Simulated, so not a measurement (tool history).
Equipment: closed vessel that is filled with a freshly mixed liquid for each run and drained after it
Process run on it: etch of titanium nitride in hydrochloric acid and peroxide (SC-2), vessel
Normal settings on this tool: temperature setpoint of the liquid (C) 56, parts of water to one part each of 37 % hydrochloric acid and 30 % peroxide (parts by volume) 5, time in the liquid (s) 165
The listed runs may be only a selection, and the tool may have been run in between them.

| run | hour | temperature setpoint of the liquid (C) | parts of water to one part each of 37 % hydrochloric acid and 30 % peroxide (parts by volume) | time in the liquid (s) | wafers since the last listed run | hours since the thermometer was replaced | hours since the chemicals flow meter was replaced | hours since the drum of peroxide was connected | hours since the gauge calibration | read-back film thickness of the titanium nitride reference wafer, read on the same gauge (nm) | thickness taken off the titanium nitride on a monitor wafer (angstrom) |
|---|---|---|---|---|---|---|---|---|---|---|---|
| 1 | 0 | 56 | 5 | 165 | 0 | 1532.6 | 537.9 | 1042.3 | 193.3 | 89.99 | 95.2 |
| 2 | 31.1 | 56 | 5 | 165 | 3685 | 1563.7 | 569 | 1073.4 | 224.4 | 90 | 96.7 |
| 3 | 48.7 | 56 | 5 | 165 | 2085 | 1581.3 | 586.6 | 1091 | 242 | 89.99 | 96.4 |
| 4 | 62.4 | 56 | 5 | 165 | 1623 | 1595 | 600.3 | 1104.7 | 255.7 | 90 | 97.4 |
| 5 | 76.9 | 56 | 5 | 205 | 1718 | 1609.5 | 614.8 | 1119.2 | 270.2 | 89.99 | 119.7 |
| 6 | 83.7 | 56 | 5 | 205 | 805 | 1616.3 | 621.6 | 1126 | 277 | 90 | 119.4 |
| 7 | 100.3 | 56 | 5 | 205 | 1967 | 1632.9 | 638.2 | 1142.6 | 293.6 | 90.01 | 118.4 |
| 8 | 107.3 | 56 | 5 | 165 | 829 | 1639.9 | 645.2 | 1149.6 | 300.6 | 90.02 | 95.6 |
| 9 | 125.2 | 56 | 5 | 165 | 2121 | 1657.8 | 663.1 | 1167.5 | 318.5 | 90 | 95.9 |
| 10 | 156.7 | 56 | 5 | 165 | 3733 | 1689.3 | 694.6 | 1199 | 350 | 90 | 95.4 |
| 11 | 164.4 | 56 | 5 | 165 | 912 | 1697 | 702.3 | 1206.7 | 357.7 | 89.97 | 95.3 |
| 12 | 171 | 56 | 5 | 165 | 782 | 1703.6 | 708.9 | 1213.3 | 364.3 | 90 | 94.6 |
| 13 | 188.7 | 50 | 5 | 165 | 2097 | 1721.3 | 726.6 | 1231 | 382 | 89.98 | 65.2 |
| 14 | 202.7 | 50 | 5 | 165 | 1659 | 1735.3 | 740.6 | 1245 | 396 | 89.98 | 64.5 |
| 15 | 213.5 | 60.5 | 5 | 65 | 1279 | 1746.1 | 751.4 | 1255.8 | 406.8 | 89.99 | 49.8 |
|  | 228.5 | gauge calibrated |
| 16 | 229.9 | 56 | 7 | 165 | 1943 | 1762.5 | 767.8 | 1272.2 | 1.4 | 90.02 | 73.6 |
|  | 231.9 | thermometer replaced |
| 17 | 242.8 | 47 | 4 | 200 | 1410 | 10.9 | 780.7 | 1285.1 | 14.3 | 90 | 74.3 |
| 18 | 253.3 | 56 | 5 | 205 | 1244 | 21.4 | 791.2 | 1295.6 | 24.8 | 90.01 | 117.7 |
| 19 | 264.6 | 56 | 4 | 165 | 1339 | 32.7 | 802.5 | 1306.9 | 36.1 | 90.02 | 110.3 |
| 20 | 275.7 | 59 | 4 | 210 | 1315 | 43.8 | 813.6 | 1318 | 47.2 | 89.98 | 170.4 |
|  | 296.1 | new drum of peroxide connected |
|  | 298 | chemicals flow meter replaced |
| 21 | 327.4 | 56 | 6 | 200 | 5890 | 95.5 | 29.4 | 31.3 | 98.9 | 90.01 | 109.7 |
| 22 | 334.7 | 56 | 5 | 130 | 865 | 102.8 | 36.7 | 38.6 | 106.2 | 90.03 | 80.9 |
| 23 | 341.6 | 56 | 5 | 165 | 817 | 109.7 | 43.6 | 45.5 | 113.1 | 90.01 | 102.7 |
| 24 | 355.6 | 58.5 | 5 | 85 | 1659 | 123.7 | 57.6 | 59.5 | 127.1 | 90.03 | 61.5 |
| 25 | 366.7 | 59 | 7 | 250 | 1315 | 134.8 | 68.7 | 70.6 | 138.2 | 90.02 | 146.5 |
| 26 | 378.4 | 62 | 6 | 195 | 1386 | 146.5 | 80.4 | 82.3 | 149.9 | 89.97 | 155 |
| 27 | 387.1 | 56 | 5 | 165 | 1031 | 155.2 | 89.1 | 91 | 158.6 | 90 | 102.5 |
| 28 | 400.5 | 56 | 5 | 120 | 1588 | 168.6 | 102.5 | 104.4 | 172 | 90.01 | 74.3 |

Below are 4 alternative next runs, each starting from the tool's condition after run 28. Predict each:
| A | 401.2 | 56 | 5 | 165 | 82 | 169.3 | 103.2 | 105.1 | 172.7 | ? | ? |
| B | 401.2 | 47 | 5 | 220 | 82 | 169.3 | 103.2 | 105.1 | 172.7 | ? | ? |
| C | 401.2 | 56 | 5 | 225 | 82 | 169.3 | 103.2 | 105.1 | 172.7 | ? | ? |
| D | 401.2 | 56 | 5 | 195 | 82 | 169.3 | 103.2 | 105.1 | 172.7 | ? | ? |

| run | read-back film thickness of the titanium nitride reference wafer, read on the same gauge (nm) | thickness taken off the titanium nitride on a monitor wafer (angstrom) |
|---|---|---|
| A | 89.98 | 101.9 |
| B | 89.98 | 74.9 |
| C | 89.98 | 138.9 |
| D | 89.98 | 120.4 |
With no hidden state in the tool, these same runs would have given:
| run | thickness taken off the titanium nitride on a monitor wafer (angstrom) |
|---|---|
| A | 102.8 |
| B | 75.7 |
| C | 140.2 |
| D | 121.5 |
